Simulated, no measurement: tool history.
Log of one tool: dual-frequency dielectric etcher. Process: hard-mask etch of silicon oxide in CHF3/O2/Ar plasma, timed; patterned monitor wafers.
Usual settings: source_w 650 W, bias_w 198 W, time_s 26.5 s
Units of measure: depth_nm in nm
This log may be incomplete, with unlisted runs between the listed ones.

run	hour	source_w	bias_w	time_s	wafers since the last listed run	hours since the last wet clean	hours since the last source power generator calibration	hours since the last bias power generator calibration	hours since the last upper electrode change	hours since the gauge calibration	read-back reference wafer on the same gauge, depth_nm	depth_nm
1	0.0	650	198	26.5	0	164.8	2211.4	3423.2	1274.9	1957.8	52.5	60.0
2	88.6	650	198	32.5	875	253.4	2300.0	3511.8	1363.5	2046.4	52.4	73.4
3	169.4	650	198	32.5	798	334.2	2380.8	3592.6	1444.3	2127.2	52.5	73.5
4	259.3	600	198	26.5	888	424.1	2470.7	3682.5	1534.2	2217.1	52.5	59.0
# hour 323.7: wet clean of the chamber
5	327.7	600	198	26.5	438	4.0	2539.1	3750.9	1602.6	2285.5	52.5	56.2
6	396.3	600	198	26.5	677	72.6	2607.7	3819.5	1671.2	2354.1	52.5	57.3
7	463.2	650	198	21.0	661	139.5	2674.6	3886.4	1738.1	2421.0	52.5	47.5
8	501.9	650	198	21.0	382	178.2	2713.3	3925.1	1776.8	2459.7	52.5	47.4
9	589.3	650	198	21.0	863	265.6	2800.7	4012.5	1864.2	2547.1	52.5	48.2
10	678.9	650	198	26.5	885	355.2	2890.3	4102.1	1953.8	2636.7	52.5	60.8
11	765.2	650	198	26.5	852	441.5	2976.6	4188.4	2040.1	2723.0	52.6	61.4
# hour 773.7: bias power generator calibrated
12	807.3	650	198	26.5	376	483.6	3018.7	33.6	2082.2	2765.1	52.6	61.6
# hour 818.4: gauge calibrated
# hour 852.8: wet clean of the chamber
13	868.6	650	198	26.5	368	15.8	3080.0	94.9	2143.5	50.2	52.5	58.4
14	945.4	650	173	26.5	759	92.6	3156.8	171.7	2220.3	127.0	52.5	56.2
# hour 1021.2: upper electrode replaced
15	1021.7	650	172	33.0	516	168.9	3233.1	248.0	0.5	203.3	52.5	70.7
16	1097.7	650	198	33.5	751	244.9	3309.1	324.0	76.5	279.3	52.6	76.9
17	1189.7	580	231	21.0	909	336.9	3401.1	416.0	168.5	371.3	52.5	48.2
18	1248.2	650	198	26.5	578	395.4	3459.6	474.5	227.0	429.8	52.5	60.9
19	1348.9	730	178	29.5	995	496.1	3560.3	575.2	327.7	530.5	52.5	69.1
# hour 1388.7: source power generator calibrated
# hour 1408.0: wet clean of the chamber
20	1408.5	650	198	20.0	358	0.5	19.8	634.8	387.3	590.1	52.5	44.1
21	1442.5	650	198	26.5	336	34.5	53.8	668.8	421.3	624.1	52.6	58.2
22	1525.7	530	220	19.5	822	117.7	137.0	752.0	504.5	707.3	52.4	41.1
23	1569.9	650	220	22.0	436	161.9	181.2	796.2	548.7	751.5	52.5	51.5
24	1653.0	570	198	19.5	821	245.0	264.3	879.3	631.8	834.6	52.5	41.2
25	1911.1	750	198	26.5	2550	503.1	522.4	1137.4	889.9	1092.7	52.5	65.7
# hour 1957.2: wet clean of the chamber
26	1993.1	650	198	26.5	573	35.9	604.4	1219.4	971.9	1174.7	52.5	58.4
27	2090.9	650	198	26.5	966	133.7	702.2	1317.2	1069.7	1272.5	52.5	59.0
28	2139.0	560	198	26.5	475	181.8	750.3	1365.3	1117.8	1320.6	52.4	54.8
29	2235.9	650	169	26.5	957	278.7	847.2	1462.2	1214.7	1417.5	52.6	56.3
30	2273.9	710	224	26.5	375	316.7	885.2	1500.2	1252.7	1455.5	52.5	65.6

Subtracting, for every run, the result it would have given without the tool's unlogged condition from the measured result gives the following. The same run-to-run variation enters both numbers; the gauge's scatter may not:
Hidden conditions of the tool in this case: etch rate over this chamber's usual, %; source power that arrives over what is set, %; bias power that arrives over what is set, %; gauge reads high (%).
run	depth_nm
1	+0.9
2	+1.7
3	+2.3
4	+2.3
5	+0.3
6	+0.6
7	+0.8
8	+0.9
9	+1.4
10	+2.3
11	+2.7
12	+3.0
13	+0.2
14	+0.6
15	+1.3
16	+1.9
17	+1.6
18	+2.3
19	+3.3
20	-0.1
21	+0.1
22	+0.4
23	+0.6
24	+0.8
25	+2.9
26	-0.2
27	+0.4
28	+0.6
29	+1.1
30	+1.6
